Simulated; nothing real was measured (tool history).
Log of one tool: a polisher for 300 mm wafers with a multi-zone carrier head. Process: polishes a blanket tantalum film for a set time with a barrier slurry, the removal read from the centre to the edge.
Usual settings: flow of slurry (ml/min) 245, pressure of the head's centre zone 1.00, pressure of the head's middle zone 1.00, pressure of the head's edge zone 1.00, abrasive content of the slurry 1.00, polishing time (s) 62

run   hour  flow of slurry (ml/min)  pressure of the head's centre zone  pressure of the head's middle zone  pressure of the head's edge zone  abrasive content of the slurry  polishing time (s)  wafers since the last listed run  wafers polished on this pad  hours since the slurry nozzle was cleaned  hours since the centre zone pressure was calibrated  hours since the edge zone pressure was calibrated  hours since the carrier head's membrane was replaced  incoming thickness of the incoming film, nm  film removed at the wafer's centre (nm)  film removed at mid-radius (nm)  film removed at the wafer's edge (nm)
  1    0.0                      245                                1.00                                1.00                              1.00                            1.00                  62                                 0                          187                                      210.1                                               1008.9                                              762.0                                                1260.6                                        236.7                                     75.3                             76.2                                   78.5
  2   14.1                      245                                1.05                                0.96                              1.00                            1.00                  62                                83                          270                                      224.2                                               1023.0                                              776.1                                                1274.7                                        239.7                                     78.0                             72.4                                   76.9
  3   22.8                      245                                1.05                                0.96                              1.00                            1.00                  62                                51                          321                                      232.9                                               1031.7                                              784.8                                                1283.4                                        237.3                                     77.5                             73.3                                   78.9
  4   34.3                      245                                1.05                                0.96                              1.00                            1.00                  62                                67                          389                                      244.4                                               1043.2                                              796.3                                                1294.9                                        242.6                                     75.2                             73.3                                   77.7
  5   51.9                      245                                1.00                                1.00                              1.00                            1.00                  62                               103                          493                                      262.0                                               1060.8                                              813.9                                                1312.5                                        241.2                                     72.1                             75.8                                   77.3
  6   63.3                      245                                1.00                                1.00                              1.00                            1.00                  62                                67                          560                                      273.4                                               1072.2                                              825.3                                                1323.9                                        238.9                                     71.8                             75.2                                   77.0
  7   72.1                      245                                1.00                                1.00                              1.00                            1.00                  62                                51                          612                                      282.2                                               1081.0                                              834.1                                                1332.7                                        237.2                                     71.7                             72.3                                   77.3
  8   82.0                      245                                1.00                                1.00                              1.00                            1.00                  62                                58                          670                                      292.1                                               1090.9                                              844.0                                                1342.6                                        240.8                                     72.8                             72.7                                   75.7
      86.9  -- centre zone pressure recalibrated
  9   88.3                      245                                1.00                                1.00                              1.00                            1.00                  62                                25                          696                                      298.4                                                  1.4                                              850.3                                                1348.9                                        235.8                                     71.3                             73.5                                   77.5
 10  103.1                      245                                1.00                                1.00                              1.00                            1.00                  62                                87                          783                                      313.2                                                 16.2                                              865.1                                                1363.7                                        244.7                                     72.0                             71.6                                   75.3
     116.1  -- edge zone pressure recalibrated
 11  116.6                      170                                1.00                                1.09                              0.91                            1.00                  48                                67                          851                                      326.7                                                 29.7                                                0.5                                                1377.2                                        237.1                                     51.1                             57.3                                   53.9
     131.7  -- carrier head's membrane replaced by a new one
     135.5  -- worn pad replaced by a new one
 12  136.0                      245                                1.00                                1.00                              1.00                            1.00                  62                                62                            2                                      346.1                                                 49.1                                               19.9                                                   4.3                                        241.2                                     75.1                             78.5                                   80.2
 13  139.8                      245                                1.00                                0.91                              0.93                            1.00                  40                                22                           25                                      349.9                                                 52.9                                               23.7                                                   8.1                                        241.2                                     48.2                             46.2                                   49.8
     146.6  -- slurry nozzle cleaned
 14  148.6                      245                                1.00                                0.92                              1.00                            1.00                  48                                46                           71                                        2.0                                                 61.7                                               32.5                                                  16.9                                        238.7                                     58.4                             55.8                                   62.7
 15  186.1                      245                                1.12                                1.00                              1.00                            1.00                  62                               221                          292                                       39.5                                                 99.2                                               70.0                                                  54.4                                        240.4                                     83.4                             76.3                                   77.4
 16  231.9                      245                                1.00                                1.10                              1.05                            1.00                  62                               270                          562                                       85.3                                                145.0                                              115.8                                                 100.2                                        241.7                                     72.6                             79.7                                   79.8
 17  238.1                      245                                1.00                                1.00                              0.90                            1.15                  62                                36                          599                                       91.5                                                151.2                                              122.0                                                 106.4                                        239.4                                     76.4                             77.1                                   75.8
 18  244.2                      245                                1.00                                0.94                              1.00                            1.00                  62                                35                          635                                       97.6                                                157.3                                              128.1                                                 112.5                                        242.1                                     69.5                             69.3                                   77.1
 19  251.1                      245                                1.00                                1.00                              1.00                            1.00                  62                                40                          675                                      104.5                                                164.2                                              135.0                                                 119.4                                        243.3                                     70.8                             74.0                                   78.0
 20  267.7                      310                                1.04                                1.00                              1.00                            1.00                  62                                97                          773                                      121.1                                                180.8                                              151.6                                                 136.0                                        240.6                                     77.4                             75.2                                   76.8

What the log doesn't show, run by run:
slurry flow missing at the pad, %: 0 in every run
deviation of the centre zone's pressure from its setpoint, %: 0 in every run
deviation of the edge zone's pressure from its setpoint, %: 0 in every run
H1: removal rate lost through wear of the pad, %
run     H1
  1   1.81
  2   2.38
  3   2.74
  4   3.21
  5   3.93
  6   4.39
  7   4.75
  8   5.16
  9   5.42
 10   6.02
 11   6.57
 12  0.257
 13  0.413
 14  0.773
 15   2.31
 16   4.18
 17   4.43
 18   4.68
 19   4.96
 20   5.64
